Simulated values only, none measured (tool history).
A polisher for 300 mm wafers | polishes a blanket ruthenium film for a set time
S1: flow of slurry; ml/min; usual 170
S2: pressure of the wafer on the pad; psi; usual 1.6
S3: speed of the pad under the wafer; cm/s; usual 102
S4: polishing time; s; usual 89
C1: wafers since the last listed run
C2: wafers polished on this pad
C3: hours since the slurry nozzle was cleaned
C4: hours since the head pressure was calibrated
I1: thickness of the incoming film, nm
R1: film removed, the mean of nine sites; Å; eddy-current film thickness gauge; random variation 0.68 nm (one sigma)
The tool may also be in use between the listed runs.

| run | hour | S1 | S2 | S3 | S4 | C1 | C2 | C3 | C4 | I1 | R1 |
|---|---|---|---|---|---|---|---|---|---|---|---|
| 1 | 0.0 | 140 | 1.6 | 102 | 89 | 0 | 87 | 735.3 | 763.9 | 515.4 | 934 |
| 2 | 15.1 | 170 | 1.6 | 112 | 89 | 121 | 208 | 750.4 | 779.0 | 516.9 | 996 |
| 3 | 23.8 | 170 | 1.6 | 112 | 89 | 69 | 278 | 759.1 | 787.7 | 503.2 | 984 |
| 4 | 33.6 | 170 | 1.6 | 112 | 89 | 78 | 357 | 768.9 | 797.5 | 503.1 | 987 |
| 5 | 47.4 | 170 | 2.1 | 102 | 89 | 110 | 468 | 782.7 | 811.3 | 517.5 | 1161 |
| 6 | 65.4 | 170 | 2.0 | 102 | 89 | 144 | 612 | 800.7 | 829.3 | 507.5 | 1099 |
| 7 | 82.1 | 170 | 1.6 | 102 | 89 | 134 | 746 | 817.4 | 846.0 | 508.7 | 923 |
| 8 | 100.1 | 170 | 1.6 | 102 | 89 | 144 | 891 | 835.4 | 864.0 | 506.1 | 921 |
| 9 | 115.9 | 145 | 2.1 | 102 | 107 | 126 | 1018 | 851.2 | 879.8 | 501.4 | 1355 |
| 10 | 123.1 | 190 | 1.2 | 102 | 106 | 57 | 1075 | 858.4 | 887.0 | 504.7 | 888 |
| 11 | 130.2 | 170 | 1.3 | 102 | 80 | 56 | 1132 | 865.5 | 894.1 | 510.4 | 699 |
|  | 135.3 | head pressure recalibrated |
|  | 148.8 | worn pad replaced by a new one |
| 12 | 159.1 | 170 | 2.1 | 136 | 89 | 183 | 82 | 894.4 | 23.8 | 509.0 | 1446 |
|  | 167.0 | slurry nozzle cleaned |
| 13 | 172.6 | 170 | 1.6 | 114 | 89 | 100 | 183 | 5.6 | 37.3 | 508.1 | 1015 |
| 14 | 181.2 | 230 | 1.1 | 132 | 72 | 69 | 252 | 14.2 | 45.9 | 503.8 | 708 |
| 15 | 194.3 | 170 | 1.6 | 102 | 89 | 105 | 357 | 27.3 | 59.0 | 518.3 | 943 |
| 16 | 209.9 | 170 | 2.2 | 102 | 89 | 125 | 482 | 42.9 | 74.6 | 508.7 | 1218 |

Forecast each of these 4 alternatives for the next run:
| A | 210.3 | 215 | 1.6 | 102 | 89 | 3 | 485 | 43.3 | 75.0 | 513.2 | ? |
| B | 210.3 | 225 | 1.1 | 122 | 118 | 3 | 485 | 43.3 | 75.0 | 513.2 | ? |
| C | 210.3 | 170 | 1.9 | 102 | 89 | 3 | 485 | 43.3 | 75.0 | 513.2 | ? |
| D | 210.3 | 115 | 2.0 | 126 | 111 | 3 | 485 | 43.3 | 75.0 | 513.2 | ? |

| run | R1 |
|---|---|
| A | 965 |
| B | 1076 |
| C | 1079 |
| D | 1514 |
Without the tool's hidden state the same runs would have given:
| run | R1 |
|---|---|
| A | 997 |
| B | 1112 |
| C | 1115 |
| D | 1564 |
